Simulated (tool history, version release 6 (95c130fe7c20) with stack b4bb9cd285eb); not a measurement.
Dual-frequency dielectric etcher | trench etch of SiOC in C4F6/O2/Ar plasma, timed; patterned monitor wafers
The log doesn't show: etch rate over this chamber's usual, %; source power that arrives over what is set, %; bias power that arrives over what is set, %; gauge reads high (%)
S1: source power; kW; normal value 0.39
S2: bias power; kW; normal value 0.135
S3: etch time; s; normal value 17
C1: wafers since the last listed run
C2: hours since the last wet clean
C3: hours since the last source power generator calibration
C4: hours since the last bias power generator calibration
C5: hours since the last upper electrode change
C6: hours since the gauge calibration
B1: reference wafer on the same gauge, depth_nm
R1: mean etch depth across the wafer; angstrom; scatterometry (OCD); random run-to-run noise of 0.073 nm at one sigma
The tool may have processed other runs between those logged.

| run | hour | S1 | S2 | S3 | C1 | C2 | C3 | C4 | C5 | C6 | B1 | R1 |
|---|---|---|---|---|---|---|---|---|---|---|---|---|
| 1 | 0 | 0.46 | 0.135 | 18.5 | 0 | 416.6 | 4900 | 1625.7 | 2863.6 | 190.9 | 28.22 | 368 |
|  | 12.5 | source power generator calibrated |
|  | 50 | wet clean of the chamber |
|  | 73.6 | upper electrode replaced |
| 2 | 74.1 | 0.39 | 0.135 | 17 | 520 | 24.1 | 61.6 | 1699.8 | 0.5 | 265 | 28.23 | 312.4 |
| 3 | 74.4 | 0.39 | 0.135 | 17 | 6 | 24.4 | 61.9 | 1700.1 | 0.8 | 265.3 | 28.2 | 312.6 |
| 4 | 74.7 | 0.39 | 0.135 | 17 | 6 | 24.7 | 62.2 | 1700.4 | 1.1 | 265.6 | 28.21 | 312.6 |
| 5 | 82.1 | 0.39 | 0.135 | 17 | 171 | 32.1 | 69.6 | 1707.8 | 8.5 | 273 | 28.19 | 312.7 |
| 6 | 91.9 | 0.39 | 0.135 | 17 | 226 | 41.9 | 79.4 | 1717.6 | 18.3 | 282.8 | 28.18 | 311.8 |
| 7 | 106.5 | 0.39 | 0.151 | 17 | 337 | 56.5 | 94 | 1732.2 | 32.9 | 297.4 | 28.2 | 318.6 |
| 8 | 120.7 | 0.39 | 0.135 | 17 | 328 | 70.7 | 108.2 | 1746.4 | 47.1 | 311.6 | 28.18 | 310.8 |
| 9 | 129.5 | 0.39 | 0.135 | 17 | 203 | 79.5 | 117 | 1755.2 | 55.9 | 320.4 | 28.18 | 311.9 |
| 10 | 137 | 0.33 | 0.108 | 20 | 173 | 87 | 124.5 | 1762.7 | 63.4 | 327.9 | 28.2 | 325.5 |
| 11 | 146.1 | 0.48 | 0.109 | 15 | 210 | 96.1 | 133.6 | 1771.8 | 72.5 | 337 | 28.19 | 293 |
| 12 | 152.2 | 0.33 | 0.108 | 20 | 141 | 102.2 | 139.7 | 1777.9 | 78.6 | 343.1 | 28.2 | 322.8 |
| 13 | 166.1 | 0.39 | 0.135 | 14 | 321 | 116.1 | 153.6 | 1791.8 | 92.5 | 357 | 28.2 | 257 |
| 14 | 176.1 | 0.48 | 0.108 | 21.5 | 231 | 126.1 | 163.6 | 1801.8 | 102.5 | 367 | 28.21 | 417.4 |
| 15 | 190.9 | 0.39 | 0.135 | 19 | 342 | 140.9 | 178.4 | 1816.6 | 117.3 | 381.8 | 28.21 | 349.7 |
|  | 197.9 | gauge calibrated |
| 16 | 205 | 0.39 | 0.135 | 20 | 326 | 155 | 192.5 | 1830.7 | 131.4 | 7.1 | 28.2 | 368.3 |
| 17 | 211.7 | 0.39 | 0.135 | 17 | 154 | 161.7 | 199.2 | 1837.4 | 138.1 | 13.8 | 28.21 | 312.9 |
| 18 | 226.2 | 0.34 | 0.135 | 21 | 335 | 176.2 | 213.7 | 1851.9 | 152.6 | 28.3 | 28.22 | 360.8 |
| 19 | 243 | 0.39 | 0.165 | 14.5 | 388 | 193 | 230.5 | 1868.7 | 169.4 | 45.1 | 28.21 | 278.4 |
|  | 249.5 | bias power generator calibrated |
| 20 | 258.9 | 0.39 | 0.107 | 17 | 275 | 208.9 | 246.4 | 9.4 | 185.3 | 61 | 28.22 | 299.1 |
| 21 | 266.2 | 0.43 | 0.118 | 18.5 | 168 | 216.2 | 253.7 | 16.7 | 192.6 | 68.3 | 28.21 | 347.4 |
| 22 | 278.4 | 0.39 | 0.149 | 17 | 282 | 228.4 | 265.9 | 28.9 | 204.8 | 80.5 | 28.19 | 319.3 |
| 23 | 287.2 | 0.29 | 0.156 | 17 | 203 | 237.2 | 274.7 | 37.7 | 213.6 | 89.3 | 28.2 | 278.4 |
| 24 | 298.2 | 0.39 | 0.135 | 17 | 254 | 248.2 | 285.7 | 48.7 | 224.6 | 100.3 | 28.19 | 312.4 |
| 25 | 311.2 | 0.39 | 0.135 | 17 | 300 | 261.2 | 298.7 | 61.7 | 237.6 | 113.3 | 28.2 | 311 |
| 26 | 319.8 | 0.46 | 0.135 | 12.5 | 198 | 269.8 | 307.3 | 70.3 | 246.2 | 121.9 | 28.21 | 248.2 |
| 27 | 333.2 | 0.39 | 0.135 | 17 | 309 | 283.2 | 320.7 | 83.7 | 259.6 | 135.3 | 28.18 | 312.1 |
| 28 | 340.1 | 0.39 | 0.135 | 18.5 | 159 | 290.1 | 327.6 | 90.6 | 266.5 | 142.2 | 28.2 | 341.7 |
| 29 | 353.4 | 0.47 | 0.103 | 18.5 | 307 | 303.4 | 340.9 | 103.9 | 279.8 | 155.5 | 28.19 | 353.2 |
| 30 | 367.2 | 0.39 | 0.135 | 17 | 319 | 317.2 | 354.7 | 117.7 | 293.6 | 169.3 | 28.19 | 313.4 |
| 31 | 380.4 | 0.39 | 0.135 | 17 | 305 | 330.4 | 367.9 | 130.9 | 306.8 | 182.5 | 28.19 | 311.7 |

How the hidden state differs across the entries between the runs, from the last listed run before each to the first after it:
After run 1, before run 2: source power generator calibrated (hour 12.5); wet clean of the chamber (hour 50); upper electrode replaced (hour 73.6)
  the hidden state is the same at both runs
After run 15, before run 16: gauge calibrated (hour 197.9)
  the hidden state is the same at both runs
After run 19, before run 20: bias power generator calibrated (hour 249.5)
  the hidden state is the same at both runs
